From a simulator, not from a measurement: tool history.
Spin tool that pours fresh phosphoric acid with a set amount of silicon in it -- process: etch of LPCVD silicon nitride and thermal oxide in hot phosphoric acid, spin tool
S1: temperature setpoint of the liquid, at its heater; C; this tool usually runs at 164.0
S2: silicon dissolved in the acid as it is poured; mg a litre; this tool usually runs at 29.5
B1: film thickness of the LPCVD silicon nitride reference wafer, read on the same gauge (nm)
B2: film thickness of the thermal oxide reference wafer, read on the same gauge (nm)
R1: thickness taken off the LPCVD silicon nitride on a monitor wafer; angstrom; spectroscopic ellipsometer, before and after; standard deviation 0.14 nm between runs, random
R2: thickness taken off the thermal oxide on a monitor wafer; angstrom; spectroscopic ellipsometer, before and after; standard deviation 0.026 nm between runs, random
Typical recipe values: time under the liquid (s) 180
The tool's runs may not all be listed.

run 1 day=0.000 | S1=164.0 S2=20.0 time_under_the_liquid_(s)=180 | B1=39.99 B2=30.026 | R1=164.3 R2=4.80
run 2 day=1.550 | S1=164.0 S2=20.0 time_under_the_liquid_(s)=180 | B1=40.02 B2=29.995 | R1=164.0 R2=4.59
run 3 day=3.388 | S1=164.0 S2=29.5 time_under_the_liquid_(s)=150 | B1=39.99 B2=29.996 | R1=135.7 R2=2.80
run 4 day=4.679 | S1=164.0 S2=29.5 time_under_the_liquid_(s)=150 | B1=40.01 B2=30.029 | R1=135.2 R2=2.31
run 5 day=7.075 | S1=163.5 S2=29.5 time_under_the_liquid_(s)=180 | B1=39.99 B2=29.995 | R1=157.6 R2=2.96
run 6 day=9.233 | S1=163.5 S2=29.5 time_under_the_liquid_(s)=180 | B1=40.02 B2=30.028 | R1=158.1 R2=2.84
run 7 day=16.400 | S1=164.0 S2=29.5 time_under_the_liquid_(s)=225 | B1=40.00 B2=30.001 | R1=198.8 R2=3.35
run 8 day=18.067 | S1=164.0 S2=29.5 time_under_the_liquid_(s)=225 | B1=39.98 B2=29.995 | R1=199.1 R2=3.71
run 9 day=19.333 | S1=164.0 S2=29.5 time_under_the_liquid_(s)=180 | B1=40.00 B2=30.008 | R1=160.6 R2=3.26
run 10 day=22.138 | S1=164.0 S2=29.5 time_under_the_liquid_(s)=180 | B1=40.02 B2=29.994 | R1=175.0 R2=3.94
run 11 day=25.017 | S1=165.0 S2=29.5 time_under_the_liquid_(s)=180 | B1=39.99 B2=30.022 | R1=161.9 R2=2.82
run 12 day=26.738 | S1=162.5 S2=39.5 time_under_the_liquid_(s)=270 | B1=39.98 B2=30.014 | R1=229.5 R2=2.72
run 13 day=29.271 | S1=162.0 S2=23.0 time_under_the_liquid_(s)=140 | B1=39.97 B2=29.938 | R1=116.9 R2=2.84
run 14 day=30.771 | S1=164.0 S2=29.5 time_under_the_liquid_(s)=225 | B1=39.99 B2=30.023 | R1=197.9 R2=3.79
run 15 day=33.158 | S1=166.5 S2=9.0 time_under_the_liquid_(s)=95 | B1=40.01 B2=29.986 | R1=90.5 R2=3.84
run 16 day=34.704 | S1=165.5 S2=42.5 time_under_the_liquid_(s)=285 | B1=40.00 B2=29.981 | R1=264.8 R2=2.53
run 17 day=36.033 | S1=164.0 S2=29.5 time_under_the_liquid_(s)=150 | B1=40.01 B2=30.007 | R1=132.4 R2=2.48
run 18 day=38.217 | S1=163.0 S2=50.0 time_under_the_liquid_(s)=180 | B1=40.01 B2=30.027 | R1=152.8 R2=1.19
run 19 day=40.250 | S1=164.0 S2=29.5 time_under_the_liquid_(s)=110 | B1=40.01 B2=30.001 | R1=95.1 R2=2.03
run 20 day=41.971 | S1=165.0 S2=49.5 time_under_the_liquid_(s)=135 | B1=39.99 B2=29.971 | R1=119.3 R2=0.97
run 21 day=44.575 | S1=164.0 S2=29.5 time_under_the_liquid_(s)=180 | B1=39.98 B2=29.991 | R1=155.0 R2=2.74
run 22 day=46.167 | S1=165.0 S2=16.5 time_under_the_liquid_(s)=180 | B1=40.00 B2=29.977 | R1=161.6 R2=5.15
run 23 day=48.154 | S1=162.0 S2=48.5 time_under_the_liquid_(s)=250 | B1=40.01 B2=30.012 | R1=202.3 R2=1.45

Not shown here: 5 entries made in the log between runs. Locate each between two listed runs and compare the hidden state at the listed run before it with the hidden state at the listed run after it:
Logged between run 9 and run 10: gauge calibrated (day 19.729); heated supply line repaired (day 21.817)
  liquid hotter than its thermometer reads (K): 3.09 -> 3.17; temperature lost on the way to the wafer (K): 3.54 -> 0.298
  measured result minus the result with no hidden state, R1: -2.4 -> +15.7 angstrom; R2: -0.10 -> +0.74 angstrom
Logged between run 10 and run 11: thermometer replaced (day 24.858)
  liquid hotter than its thermometer reads (K): 3.17 -> 0.102; temperature lost on the way to the wafer (K): 0.298 -> 0.498
  measured result minus the result with no hidden state, R1: +15.7 -> -2.1 angstrom; R2: +0.74 -> -0.08 angstrom
Logged between run 15 and run 16: dissolved silicon flow meter replaced (day 33.879)
  liquid hotter than its thermometer reads (K): 0.323 -> 0.364; temperature lost on the way to the wafer (K): 1.06 -> 1.17
  measured result minus the result with no hidden state, R1: -2.2 -> -7.1 angstrom; R2: -0.21 -> -0.15 angstrom
Logged between run 22 and run 23: gauge calibrated (day 48.054)
  liquid hotter than its thermometer reads (K): 0.674 -> 0.728; temperature lost on the way to the wafer (K): 1.97 -> 2.11
  measured result minus the result with no hidden state, R1: -7.1 -> -9.6 angstrom; R2: -0.50 -> -0.16 angstrom
